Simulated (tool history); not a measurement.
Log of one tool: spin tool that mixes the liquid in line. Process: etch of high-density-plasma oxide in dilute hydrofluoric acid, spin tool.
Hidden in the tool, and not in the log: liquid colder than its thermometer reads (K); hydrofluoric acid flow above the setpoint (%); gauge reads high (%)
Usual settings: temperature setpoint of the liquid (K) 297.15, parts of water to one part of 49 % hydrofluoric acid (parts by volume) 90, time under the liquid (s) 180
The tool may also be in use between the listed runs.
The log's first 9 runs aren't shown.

run,hour,temperature setpoint of the liquid (K),parts of water to one part of 49 % hydrofluoric acid (parts by volume),time under the liquid (s),wafers since the last listed run,hours since the thermometer was replaced,hours since the hydrofluoric acid flow meter was replaced,hours since the gauge calibration,"read-back film thickness of the high-density-plasma oxide reference wafer, read on the same gauge (nm)",thickness taken off the high-density-plasma oxide on a monitor wafer (Å)
# hour 607.0: gauge calibrated
10,677.5,298.65,90,180,455,906.6,211.1,70.5,80.01,180.1
11,738.2,298.65,90,180,369,967.3,271.8,131.2,80.00,182.0
12,818.4,297.15,90,180,488,1047.5,352.0,211.4,79.95,171.3
13,867.7,292.15,60,285,300,1096.8,401.3,260.7,80.01,346.0
14,919.1,293.15,105,180,312,1148.2,452.7,312.1,79.96,123.5
# hour 933.8: thermometer replaced
15,1024.2,297.15,105,180,633,90.4,557.8,417.2,80.03,145.9
16,1100.0,293.15,120,180,461,166.2,633.6,493.0,79.99,107.2
17,1182.1,297.15,55,250,499,248.3,715.7,575.1,80.01,410.2
18,1287.6,297.15,65,180,642,353.8,821.2,680.6,80.03,250.3
19,1332.1,297.15,90,180,270,398.3,865.7,725.1,79.97,173.4
20,1420.7,297.15,90,95,539,486.9,954.3,813.7,80.02,92.7
21,1461.2,293.65,125,180,246,527.4,994.8,854.2,80.04,105.9
22,1537.2,297.15,90,180,462,603.4,1070.8,930.2,80.01,179.0
# hour 1575.3: hydrofluoric acid flow meter replaced
23,1641.2,297.15,125,180,627,707.4,65.9,1034.2,80.02,115.2
24,1738.9,297.15,45,180,594,805.1,163.6,1131.9,79.99,356.4
25,1976.6,295.15,70,285,1447,1042.8,401.3,1369.6,80.03,327.9
# hour 2022.1: thermometer replaced
26,2076.9,301.65,135,100,604,54.8,501.6,1469.9,79.96,71.8
27,2210.9,299.15,90,180,815,188.8,635.6,1603.9,79.96,187.0
28,2256.8,297.15,90,180,279,234.7,681.5,1649.8,80.03,173.6
29,2350.6,297.15,90,180,571,328.5,775.3,1743.6,80.00,174.4
30,2445.7,297.15,75,180,578,423.6,870.4,1838.7,80.02,212.3
31,2509.3,294.15,90,230,387,487.2,934.0,1902.3,80.02,195.2

5 ways to go on from here, each from the tool as it stands after run 31. What would each give?
A,2509.8,302.15,90,180,3,487.7,934.5,1902.8,?,?
B,2509.8,293.65,120,125,3,487.7,934.5,1902.8,?,?
C,2509.8,301.65,120,275,3,487.7,934.5,1902.8,?,?
D,2509.8,297.15,110,180,3,487.7,934.5,1902.8,?,?
E,2509.8,294.65,50,215,3,487.7,934.5,1902.8,?,?

run,"read-back film thickness of the high-density-plasma oxide reference wafer, read on the same gauge (nm)",thickness taken off the high-density-plasma oxide on a monitor wafer (Å)
A,79.98,213.1
B,79.98,76.6
C,79.98,230.3
D,79.98,140.0
E,79.98,356.7
Without the tool's hidden state the same runs would have given:
run,thickness taken off the high-density-plasma oxide on a monitor wafer (Å)
A,203.5
B,73.1
C,219.6
D,133.6
E,341.5
